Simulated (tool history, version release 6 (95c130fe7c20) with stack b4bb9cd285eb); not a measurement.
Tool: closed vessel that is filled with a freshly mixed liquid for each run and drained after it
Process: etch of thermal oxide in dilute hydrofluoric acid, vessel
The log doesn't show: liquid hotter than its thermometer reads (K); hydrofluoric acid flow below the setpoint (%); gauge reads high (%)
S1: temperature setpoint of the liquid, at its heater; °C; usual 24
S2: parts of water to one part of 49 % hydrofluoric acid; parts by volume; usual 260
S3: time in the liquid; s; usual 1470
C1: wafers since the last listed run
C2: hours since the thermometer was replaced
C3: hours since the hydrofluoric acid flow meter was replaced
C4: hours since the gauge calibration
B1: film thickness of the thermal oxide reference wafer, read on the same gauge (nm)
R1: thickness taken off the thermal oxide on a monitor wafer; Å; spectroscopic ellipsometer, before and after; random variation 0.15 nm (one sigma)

{"run": 1, "hour": 0.0, "S1": 24, "S2": 260, "S3": 1470, "C1": 0, "C2": 612.9, "C3": 782.9, "C4": 336.1, "B1": 80, "R1": 236.9}
{"run": 2, "hour": 49.3, "S1": 24, "S2": 260, "S3": 1470, "C1": 2475, "C2": 662.2, "C3": 832.2, "C4": 385.4, "B1": 79.98, "R1": 237.5}
{"run": 3, "hour": 98.1, "S1": 24, "S2": 190, "S3": 1985, "C1": 2450, "C2": 711, "C3": 881, "C4": 434.2, "B1": 79.99, "R1": 473.6}
{"run": 4, "hour": 126.1, "S1": 24, "S2": 190, "S3": 1985, "C1": 1406, "C2": 739, "C3": 909, "C4": 462.2, "B1": 80.02, "R1": 474.9}
{"run": 5, "hour": 159.2, "S1": 24, "S2": 190, "S3": 1985, "C1": 1662, "C2": 772.1, "C3": 942.1, "C4": 495.3, "B1": 79.99, "R1": 475}
{"run": 6, "hour": 201.1, "S1": 25.5, "S2": 310, "S3": 1470, "C1": 2103, "C2": 814, "C3": 984, "C4": 537.2, "B1": 80, "R1": 199.4}
{"run": 7, "hour": 337.1, "S1": 24, "S2": 260, "S3": 1470, "C1": 6829, "C2": 950, "C3": 1120, "C4": 673.2, "B1": 80.01, "R1": 236.8}
{"run": 8, "hour": 379.3, "S1": 24, "S2": 290, "S3": 1470, "C1": 2119, "C2": 992.2, "C3": 1162.2, "C4": 715.4, "B1": 80, "R1": 204.6}
{"run": 9, "hour": 437.1, "S1": 24, "S2": 290, "S3": 1470, "C1": 2902, "C2": 1050, "C3": 1220, "C4": 773.2, "B1": 79.99, "R1": 205.7}
{"run": 10, "hour": 477.6, "S1": 24, "S2": 190, "S3": 1470, "C1": 2033, "C2": 1090.5, "C3": 1260.5, "C4": 813.7, "B1": 80.02, "R1": 348.4}
{"run": 11, "hour": 502.1, "S1": 24, "S2": 190, "S3": 1470, "C1": 1230, "C2": 1115, "C3": 1285, "C4": 838.2, "B1": 80.02, "R1": 349.2}
{"hour": 619.5, "done": "thermometer replaced"}
{"run": 12, "hour": 630.4, "S1": 24, "S2": 260, "S3": 2040, "C1": 6392, "C2": 10.9, "C3": 1413.3, "C4": 966.5, "B1": 80, "R1": 328}
{"run": 13, "hour": 694.3, "S1": 24, "S2": 260, "S3": 2040, "C1": 3208, "C2": 74.8, "C3": 1477.2, "C4": 1030.4, "B1": 80.01, "R1": 328.6}
{"run": 14, "hour": 757.1, "S1": 24, "S2": 260, "S3": 2040, "C1": 3153, "C2": 137.6, "C3": 1540, "C4": 1093.2, "B1": 79.99, "R1": 328.4}
{"run": 15, "hour": 784.6, "S1": 21.5, "S2": 260, "S3": 1470, "C1": 1380, "C2": 165.1, "C3": 1567.5, "C4": 1120.7, "B1": 80.02, "R1": 215.8}
{"run": 16, "hour": 813.7, "S1": 23, "S2": 260, "S3": 1470, "C1": 1461, "C2": 194.2, "C3": 1596.6, "C4": 1149.8, "B1": 80, "R1": 224.2}

Run 17 comes next. What will it give?
{"run": 17, "hour": 874.6, "S1": 25.5, "S2": 310, "S3": 865, "C1": 3058, "C2": 255.1, "C3": 1657.5, "C4": 1210.7, "B1": "?", "R1": "?"}

B1: 80.01
R1: 114.8 Å
Without the tool's hidden state the same run would have given R1 119.6 Å.
